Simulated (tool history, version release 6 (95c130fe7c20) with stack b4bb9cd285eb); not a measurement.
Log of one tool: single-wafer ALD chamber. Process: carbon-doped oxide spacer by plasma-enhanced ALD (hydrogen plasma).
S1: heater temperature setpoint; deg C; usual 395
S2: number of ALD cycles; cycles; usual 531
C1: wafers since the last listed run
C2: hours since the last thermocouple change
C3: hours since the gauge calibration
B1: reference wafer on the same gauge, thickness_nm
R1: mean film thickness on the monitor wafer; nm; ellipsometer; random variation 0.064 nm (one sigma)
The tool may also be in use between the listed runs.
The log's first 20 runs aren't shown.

Run 21, day 55.608: usual settings but S2 496 cycles; C1 25; C2 517.6; C3 974.9; B1 24.847. Result: R1 24.257 nm.
Run 22, day 57.912: usual settings but S1 382 deg C, S2 452 cycles; C1 30; C2 572.9; C3 1030.2; B1 24.858. Result: R1 22.218 nm.
Run 23, day 59.654: usual settings but S1 400 deg C, S2 456 cycles; C1 23; C2 614.7; C3 1072; B1 24.865. Result: R1 22.454 nm.
Run 24, day 62.342: usual settings but S1 389 deg C, S2 444 cycles; C1 35; C2 679.2; C3 1136.5; B1 24.863. Result: R1 21.772 nm.
Run 25, day 64.942: usual settings but S2 611 cycles; C1 34; C2 741.6; C3 1198.9; B1 24.872. Result: R1 30.07 nm.
At day 68.767: gauge calibrated.
Run 26, day 69.046: usual settings but S2 599 cycles; C1 54; C2 840.1; C3 6.7; B1 24.405. Result: R1 28.833 nm.
Run 27, day 72.067: usual settings but S1 406 deg C; C1 40; C2 912.6; C3 79.2; B1 24.455. Result: R1 25.229 nm.
Run 28, day 75.158: usual settings; C1 41; C2 986.8; C3 153.4; B1 24.517. Result: R1 25.761 nm.
Run 29, day 79.45: usual settings but S2 496 cycles; C1 56; C2 1089.8; C3 256.4; B1 24.597. Result: R1 23.982 nm.
Run 30, day 82.267: usual settings but S1 380 deg C; C1 37; C2 1157.4; C3 324; B1 24.633. Result: R1 25.868 nm.
Run 31, day 85.912: usual settings; C1 48; C2 1244.9; C3 411.5; B1 24.702. Result: R1 25.983 nm.
Run 32, day 87.525: usual settings but S2 609 cycles; C1 21; C2 1283.6; C3 450.2; B1 24.705. Result: R1 29.761 nm.
Run 33, day 89.65: usual settings but S1 401 deg C, S2 479 cycles; C1 28; C2 1334.6; C3 501.2; B1 24.722. Result: R1 23.278 nm.
Run 34, day 92.138: usual settings but S2 607 cycles; C1 33; C2 1394.3; C3 560.9; B1 24.74. Result: R1 29.711 nm.
Run 35, day 94.65: usual settings but S1 405 deg C, S2 591 cycles; C1 33; C2 1454.6; C3 621.2; B1 24.769. Result: R1 28.577 nm.

4 ways to go on from here, each from the tool as it stands after run 35. What would each give?
Run A, day 94.7: usual settings but S2 475 cycles; C1 0; C2 1455.8; C3 622.4; B1 ?. Result: R1 ?.
Run B, day 94.7: usual settings but S1 406 deg C, S2 433 cycles; C1 0; C2 1455.8; C3 622.4; B1 ?. Result: R1 ?.
Run C, day 94.7: usual settings but S1 381 deg C, S2 610 cycles; C1 0; C2 1455.8; C3 622.4; B1 ?. Result: R1 ?.
Run D, day 94.7: usual settings but S1 381 deg C, S2 605 cycles; C1 0; C2 1455.8; C3 622.4; B1 ?. Result: R1 ?.

run      B1      R1
  A  24.755  23.192
  B  24.755  20.769
  C  24.755  29.784
  D  24.755   29.54
Without the tool's hidden state the same runs would have given:
run      R1
  A  22.854
  B  20.466
  C   29.35
  D  29.109
